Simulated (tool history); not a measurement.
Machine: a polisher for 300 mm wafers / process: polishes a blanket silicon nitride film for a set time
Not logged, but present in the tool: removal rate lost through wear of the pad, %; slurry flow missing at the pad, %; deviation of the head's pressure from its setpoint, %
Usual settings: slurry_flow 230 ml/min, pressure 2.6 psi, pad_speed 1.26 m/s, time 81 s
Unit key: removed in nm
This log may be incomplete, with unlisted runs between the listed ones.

| run | day | slurry_flow | pressure | pad_speed | time | wafers since the last listed run | wafers polished on this pad | hours since the slurry nozzle was cleaned | hours since the head pressure was calibrated | incoming thickness of the incoming film, nm | removed |
|---|---|---|---|---|---|---|---|---|---|---|---|
| 1 | 0 | 255 | 2.6 | 1.26 | 81 | 0 | 258 | 313.4 | 579.8 | 682.7 | 119.2 |
| 2 | 0.279 | 260 | 2.6 | 1.26 | 62 | 51 | 309 | 320.1 | 586.5 | 684.1 | 89.4 |
| 3 | 0.708 | 260 | 2.6 | 1.26 | 62 | 78 | 388 | 330.4 | 596.8 | 677.9 | 90.3 |
| 4 | 1.033 | 230 | 2.6 | 1.26 | 81 | 59 | 448 | 338.2 | 604.6 | 682.2 | 113 |
| 5 | 1.612 | 230 | 2.6 | 0.96 | 81 | 106 | 554 | 352.1 | 618.5 | 679.9 | 91.2 |
| 6 | 2.196 | 230 | 2.6 | 0.96 | 81 | 107 | 662 | 366.1 | 632.5 | 678.3 | 89.7 |
| 7 | 2.883 | 230 | 2.6 | 1.16 | 81 | 126 | 788 | 382.6 | 649 | 684.9 | 102.7 |
| 8 | 3.212 | 230 | 2.6 | 1.16 | 81 | 60 | 849 | 390.5 | 656.9 | 672.3 | 106.8 |
| 9 | 3.758 | 230 | 3.2 | 1.26 | 81 | 100 | 949 | 403.6 | 670 | 693.3 | 135.3 |
| 10 | 4.304 | 230 | 3.2 | 1.26 | 81 | 100 | 1050 | 416.7 | 683.1 | 670.6 | 133.3 |
| 11 | 4.967 | 230 | 2.6 | 1.26 | 81 | 121 | 1172 | 432.6 | 699 | 681.3 | 109.9 |
|  | 5.233 | head pressure recalibrated |
| 12 | 5.446 | 230 | 2.2 | 1.26 | 81 | 72 | 1244 | 444.1 | 5.1 | 678.6 | 95.4 |
| 13 | 5.825 | 305 | 3.4 | 1.26 | 57 | 69 | 1314 | 453.2 | 14.2 | 668.3 | 101.8 |
| 14 | 6.15 | 205 | 2 | 0.9 | 100 | 59 | 1374 | 461 | 22 | 669.6 | 79.9 |
|  | 6.417 | worn pad replaced by a new one |
|  | 6.421 | slurry nozzle cleaned |
| 15 | 7.592 | 230 | 2.6 | 1.26 | 81 | 233 | 215 | 28.1 | 56.6 | 682.3 | 112.3 |
| 16 | 8.15 | 305 | 2.6 | 1.26 | 105 | 102 | 318 | 41.5 | 70 | 678.6 | 148.4 |
| 17 | 8.496 | 230 | 2.6 | 0.96 | 81 | 63 | 381 | 49.8 | 78.3 | 683.7 | 90.7 |
| 18 | 9.212 | 230 | 2.6 | 1.26 | 81 | 131 | 513 | 67 | 95.5 | 677.1 | 109.9 |
| 19 | 10.583 | 230 | 2.6 | 0.98 | 81 | 252 | 766 | 99.9 | 128.4 | 683.4 | 88.6 |
| 20 | 10.962 | 165 | 3.5 | 1.38 | 69 | 69 | 835 | 109 | 137.5 | 679.8 | 127.2 |
| 21 | 11.346 | 230 | 2.6 | 0.82 | 81 | 70 | 906 | 118.2 | 146.7 | 687.2 | 76.9 |

Measured result minus the same run's result without the hidden state. Both carry the same run-to-run variation, though not necessarily the same gauge scatter:
| run | removed |
|---|---|
| 1 | -7.1 |
| 2 | -6.1 |
| 3 | -7.2 |
| 4 | -9.9 |
| 5 | -9.1 |
| 6 | -9.8 |
| 7 | -12.1 |
| 8 | -12.9 |
| 9 | -17.1 |
| 10 | -17.4 |
| 11 | -14.7 |
| 12 | -13 |
| 13 | -14 |
| 14 | -11.1 |
| 15 | -9.2 |
| 16 | -15 |
| 17 | -10.1 |
| 18 | -14.1 |
| 19 | -13.5 |
| 20 | -19.8 |
| 21 | -12.2 |
